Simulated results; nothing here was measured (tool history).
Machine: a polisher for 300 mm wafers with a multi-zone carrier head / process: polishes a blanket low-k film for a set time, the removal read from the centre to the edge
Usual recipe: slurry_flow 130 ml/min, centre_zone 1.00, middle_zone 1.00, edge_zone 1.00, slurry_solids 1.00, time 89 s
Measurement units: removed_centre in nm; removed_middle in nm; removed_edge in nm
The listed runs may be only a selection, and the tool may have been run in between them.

run	hour	slurry_flow	centre_zone	middle_zone	edge_zone	slurry_solids	time	incoming thickness of the incoming film, nm	removed_centre	removed_middle	removed_edge
1	0.0	130	0.90	1.00	1.00	1.00	89	343.9	24.7	26.4	26.5
2	32.1	130	1.00	1.00	1.10	1.25	89	348.6	31.4	29.8	31.4
# hour 49.4: carrier head's membrane replaced by a new one
3	64.3	155	1.00	1.00	1.00	1.15	89	348.5	31.7	29.3	29.3
4	80.6	105	1.00	1.00	1.00	1.00	77	349.6	22.9	21.3	22.0
5	99.8	130	1.00	1.00	1.00	1.00	89	349.6	27.9	26.0	26.2
# hour 120.4: worn pad replaced by a new one
6	195.0	100	1.04	1.00	1.00	0.80	75	349.5	18.7	17.1	17.6
7	219.0	130	1.08	1.00	1.00	1.00	79	350.0	26.4	23.1	23.4
8	233.6	130	1.05	1.00	1.11	0.80	59	349.1	16.0	14.3	14.9
9	246.4	130	1.00	1.00	1.00	1.00	89	343.7	27.9	25.6	26.2
# hour 259.0: slurry nozzle cleaned
# hour 280.5: centre zone pressure recalibrated
10	281.0	130	1.08	1.00	1.00	1.00	89	343.2	27.6	25.9	26.4
11	300.1	130	1.00	1.00	1.00	1.00	89	354.2	25.2	26.2	26.2
12	328.8	130	1.00	1.00	1.00	1.00	89	350.6	25.9	25.7	26.4
13	345.1	130	1.00	0.95	1.00	1.10	89	351.1	27.6	26.7	28.4
# hour 367.1: worn pad replaced by a new one
14	376.1	130	1.00	1.00	1.00	1.00	89	346.4	25.8	25.9	26.4
15	396.5	130	1.00	1.00	1.00	1.00	89	351.6	25.9	26.2	26.1
16	431.1	130	1.00	1.00	1.00	1.00	60	349.5	17.4	17.6	17.9
17	454.7	130	0.91	1.00	1.00	0.80	89	353.2	19.6	21.7	21.8
18	479.6	130	1.00	1.00	1.00	1.00	89	353.3	26.1	26.2	26.2
19	514.5	130	1.00	1.00	1.00	1.00	89	346.2	26.3	26.2	26.3
20	550.3	130	0.91	0.90	1.00	1.00	73	347.7	19.3	19.6	21.5
21	574.9	130	1.00	1.00	1.00	1.00	111	349.0	32.7	32.3	32.8
22	605.8	130	1.00	1.07	1.00	1.00	89	349.8	26.2	27.8	26.5
# hour 630.1: slurry nozzle cleaned
# hour 631.3: worn pad replaced by a new one
23	634.1	130	0.96	1.00	0.90	1.00	89	351.3	25.6	25.9	25.4

Here are 3 independent what-if runs from the current tool condition. What would each one return?
A	634.5	130	1.00	1.00	1.00	1.00	89	349.9	?	?	?
B	634.5	120	0.94	1.12	1.00	1.00	89	349.9	?	?	?
C	634.5	175	1.00	1.00	0.92	0.80	118	349.9	?	?	?

run	removed_centre	removed_middle	removed_edge
A	26.4	26.1	26.3
B	24.4	28.4	26.0
C	30.6	30.1	28.8
The same runs, with their run-to-run variation unchanged, on a tool lacking any hidden condition would have given:
run	removed_centre	removed_middle	removed_edge
A	26.1	26.1	26.3
B	24.1	28.4	26.0
C	30.3	30.1	28.8

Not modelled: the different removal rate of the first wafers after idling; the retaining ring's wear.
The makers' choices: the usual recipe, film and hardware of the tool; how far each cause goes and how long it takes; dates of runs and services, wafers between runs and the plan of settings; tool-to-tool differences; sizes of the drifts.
